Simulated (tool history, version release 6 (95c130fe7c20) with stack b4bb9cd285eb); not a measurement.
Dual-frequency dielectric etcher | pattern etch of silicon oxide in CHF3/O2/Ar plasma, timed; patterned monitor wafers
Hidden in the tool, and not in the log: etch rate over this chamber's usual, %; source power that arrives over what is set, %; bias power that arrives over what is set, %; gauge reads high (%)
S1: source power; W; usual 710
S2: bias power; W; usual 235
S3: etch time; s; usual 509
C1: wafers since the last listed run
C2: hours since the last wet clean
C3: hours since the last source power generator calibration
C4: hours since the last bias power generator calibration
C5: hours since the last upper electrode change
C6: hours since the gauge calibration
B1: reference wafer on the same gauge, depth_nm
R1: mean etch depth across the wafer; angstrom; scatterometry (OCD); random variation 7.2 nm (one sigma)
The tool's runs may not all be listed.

run 1 hour=0 | S1=710 S2=235 S3=509 | C1=0 C2=345.9 C3=3348.5 C4=1447 C5=4110.3 C6=211 | B1=1041.7 | R1=10771
run 2 hour=69 | S1=710 S2=235 S3=509 | C1=196 C2=414.9 C3=3417.5 C4=1516 C5=4179.3 C6=280 | B1=1039.7 | R1=10816
run 3 hour=139.6 | S1=710 S2=235 S3=509 | C1=200 C2=485.5 C3=3488.1 C4=1586.6 C5=4249.9 C6=350.6 | B1=1042.5 | R1=10779
-- hour=193.9 wet clean of the chamber
run 4 hour=304.9 | S1=710 S2=235 S3=509 | C1=401 C2=111 C3=3653.4 C4=1751.9 C5=4415.2 C6=515.9 | B1=1054.6 | R1=10836
run 5 hour=370.4 | S1=710 S2=235 S3=509 | C1=186 C2=176.5 C3=3718.9 C4=1817.4 C5=4480.7 C6=581.4 | B1=1053.4 | R1=10974
run 6 hour=435.2 | S1=710 S2=235 S3=509 | C1=184 C2=241.3 C3=3783.7 C4=1882.2 C5=4545.5 C6=646.2 | B1=1055.7 | R1=10932
run 7 hour=471.1 | S1=710 S2=235 S3=509 | C1=102 C2=277.2 C3=3819.6 C4=1918.1 C5=4581.4 C6=682.1 | B1=1053.9 | R1=10954
run 8 hour=532.4 | S1=710 S2=235 S3=509 | C1=174 C2=338.5 C3=3880.9 C4=1979.4 C5=4642.7 C6=743.4 | B1=1062.5 | R1=10890
-- hour=555 source power generator calibrated
run 9 hour=593.4 | S1=710 S2=235 S3=509 | C1=161 C2=399.5 C3=38.4 C4=2040.4 C5=4703.7 C6=804.4 | B1=1065.9 | R1=10894
-- hour=708.7 wet clean of the chamber
run 10 hour=746.4 | S1=710 S2=235 S3=581.5 | C1=366 C2=37.7 C3=191.4 C4=2193.4 C5=4856.7 C6=957.4 | B1=1072.8 | R1=12645
-- hour=818.6 upper electrode replaced
run 11 hour=819.1 | S1=710 S2=235 S3=581.5 | C1=138 C2=110.4 C3=264.1 C4=2266.1 C5=0.5 C6=1030.1 | B1=1071.8 | R1=12779
run 12 hour=831 | S1=600 S2=235 S3=509 | C1=33 C2=122.3 C3=276 C4=2278 C5=12.4 C6=1042 | B1=1077.4 | R1=10320
run 13 hour=897.5 | S1=710 S2=235 S3=509 | C1=188 C2=188.8 C3=342.5 C4=2344.5 C5=78.9 C6=1108.5 | B1=1076.7 | R1=11173
-- hour=901.8 bias power generator calibrated
-- hour=949.9 gauge calibrated
run 14 hour=958.8 | S1=710 S2=267 S3=509 | C1=162 C2=250.1 C3=403.8 C4=57 C5=140.2 C6=8.9 | B1=1037.3 | R1=11235
run 15 hour=1050.3 | S1=590 S2=235 S3=594.5 | C1=259 C2=341.6 C3=495.3 C4=148.5 C5=231.7 C6=100.4 | B1=1039.7 | R1=11655
run 16 hour=1116.3 | S1=710 S2=235 S3=509 | C1=187 C2=407.6 C3=561.3 C4=214.5 C5=297.7 C6=166.4 | B1=1044.7 | R1=10861
-- hour=1200.1 wet clean of the chamber
run 17 hour=1200.6 | S1=710 S2=235 S3=609.5 | C1=171 C2=0.5 C3=645.6 C4=298.8 C5=382 C6=250.7 | B1=1046.2 | R1=12950
run 18 hour=1234.2 | S1=840 S2=202 S3=617.5 | C1=95 C2=34.1 C3=679.2 C4=332.4 C5=415.6 C6=284.3 | B1=1043.1 | R1=13259

Forecast run 19:
run 19 hour=1294.9 | S1=890 S2=277 S3=509 | C1=172 C2=94.8 C3=739.9 C4=393.1 C5=476.3 C6=345 | B1=? | R1=?

B1: 1048.8
R1: 12747 angstrom
Without the tool's hidden state the same run would have given R1 12617 angstrom.
